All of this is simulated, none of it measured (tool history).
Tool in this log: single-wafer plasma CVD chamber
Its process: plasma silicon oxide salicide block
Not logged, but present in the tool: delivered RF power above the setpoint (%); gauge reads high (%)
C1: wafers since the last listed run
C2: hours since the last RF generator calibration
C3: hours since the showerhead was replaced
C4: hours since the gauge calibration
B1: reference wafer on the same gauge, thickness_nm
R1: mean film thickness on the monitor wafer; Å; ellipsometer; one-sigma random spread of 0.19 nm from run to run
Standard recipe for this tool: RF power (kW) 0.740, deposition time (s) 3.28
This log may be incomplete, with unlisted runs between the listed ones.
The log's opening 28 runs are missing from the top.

{"run": 29, "hour": 2331.3, "RF power (kW)": 0.675, "deposition time (s)": 2.81, "C1": 1679, "C2": 1047.5, "C3": 1137.8, "C4": 261.7, "B1": 37.799, "R1": 275.07}
{"run": 30, "hour": 2372.7, "RF power (kW)": 0.88, "deposition time (s)": 3.56, "C1": 1263, "C2": 1088.9, "C3": 1179.2, "C4": 303.1, "B1": 37.767, "R1": 385.16}
{"run": 31, "hour": 2416.1, "RF power (kW)": 0.74, "deposition time (s)": 3.28, "C1": 1325, "C2": 1132.3, "C3": 1222.6, "C4": 346.5, "B1": 37.822, "R1": 332.85}
{"run": 32, "hour": 2560.1, "RF power (kW)": 0.74, "deposition time (s)": 3.5, "C1": 4396, "C2": 1276.3, "C3": 1366.6, "C4": 490.5, "B1": 37.753, "R1": 356.28}
{"run": 33, "hour": 2656.9, "RF power (kW)": 0.695, "deposition time (s)": 2.84, "C1": 2955, "C2": 1373.1, "C3": 1463.4, "C4": 587.3, "B1": 37.786, "R1": 283.38}
{"run": 34, "hour": 2748.1, "RF power (kW)": 0.805, "deposition time (s)": 3.28, "C1": 2784, "C2": 1464.3, "C3": 1554.6, "C4": 678.5, "B1": 37.75, "R1": 343.53}
{"hour": 3036.0, "done": "RF generator calibrated"}
{"run": 35, "hour": 3056.9, "RF power (kW)": 0.74, "deposition time (s)": 3.28, "C1": 9183, "C2": 20.9, "C3": 1863.4, "C4": 987.3, "B1": 37.865, "R1": 345.25}
{"run": 36, "hour": 3114.2, "RF power (kW)": 0.74, "deposition time (s)": 3.28, "C1": 1749, "C2": 78.2, "C3": 1920.7, "C4": 1044.6, "B1": 37.762, "R1": 338.96}
{"run": 37, "hour": 3216.4, "RF power (kW)": 0.74, "deposition time (s)": 3.05, "C1": 3120, "C2": 180.4, "C3": 2022.9, "C4": 1146.8, "B1": 37.689, "R1": 316.65}
{"run": 38, "hour": 3260.3, "RF power (kW)": 0.87, "deposition time (s)": 3.28, "C1": 1340, "C2": 224.3, "C3": 2066.8, "C4": 1190.7, "B1": 37.759, "R1": 354.42}
{"run": 39, "hour": 3330.3, "RF power (kW)": 0.835, "deposition time (s)": 2.98, "C1": 2137, "C2": 294.3, "C3": 2136.8, "C4": 1260.7, "B1": 37.816, "R1": 319.05}
{"run": 40, "hour": 3381.9, "RF power (kW)": 0.74, "deposition time (s)": 3.28, "C1": 1575, "C2": 345.9, "C3": 2188.4, "C4": 1312.3, "B1": 37.874, "R1": 342.56}
{"run": 41, "hour": 3461.2, "RF power (kW)": 0.615, "deposition time (s)": 3.53, "C1": 2421, "C2": 425.2, "C3": 2267.7, "C4": 1391.6, "B1": 37.712, "R1": 339.19}
{"run": 42, "hour": 3568.6, "RF power (kW)": 0.69, "deposition time (s)": 3.81, "C1": 3279, "C2": 532.6, "C3": 2375.1, "C4": 1499.0, "B1": 37.872, "R1": 383.85}
{"run": 43, "hour": 3653.0, "RF power (kW)": 0.74, "deposition time (s)": 3.28, "C1": 2576, "C2": 617.0, "C3": 2459.5, "C4": 1583.4, "B1": 37.791, "R1": 336.19}
{"run": 44, "hour": 3730.4, "RF power (kW)": 0.74, "deposition time (s)": 3.63, "C1": 2363, "C2": 694.4, "C3": 2536.9, "C4": 1660.8, "B1": 37.854, "R1": 371.76}
{"run": 45, "hour": 3873.9, "RF power (kW)": 0.84, "deposition time (s)": 3.28, "C1": 4381, "C2": 837.9, "C3": 2680.4, "C4": 1804.3, "B1": 37.847, "R1": 349.02}

Each row is a separate what-if for the run after 45, all from the same tool condition, not one after another. Results?
{"run": "A", "hour": 3874.3, "RF power (kW)": 0.74, "deposition time (s)": 3.28, "C1": 12, "C2": 838.3, "C3": 2680.8, "C4": 1804.7, "B1": "?", "R1": "?"}
{"run": "B", "hour": 3874.3, "RF power (kW)": 0.685, "deposition time (s)": 3.8, "C1": 12, "C2": 838.3, "C3": 2680.8, "C4": 1804.7, "B1": "?", "R1": "?"}
{"run": "C", "hour": 3874.3, "RF power (kW)": 0.89, "deposition time (s)": 2.93, "C1": 12, "C2": 838.3, "C3": 2680.8, "C4": 1804.7, "B1": "?", "R1": "?"}

run=A B1=37.830 R1=333.53
run=B B1=37.830 R1=376.14
run=C B1=37.830 R1=317.35
Stripped of hidden state, with their random variation kept, the same runs would have yielded:
run=A R1=341.27
run=B R1=384.87
run=C R1=324.72

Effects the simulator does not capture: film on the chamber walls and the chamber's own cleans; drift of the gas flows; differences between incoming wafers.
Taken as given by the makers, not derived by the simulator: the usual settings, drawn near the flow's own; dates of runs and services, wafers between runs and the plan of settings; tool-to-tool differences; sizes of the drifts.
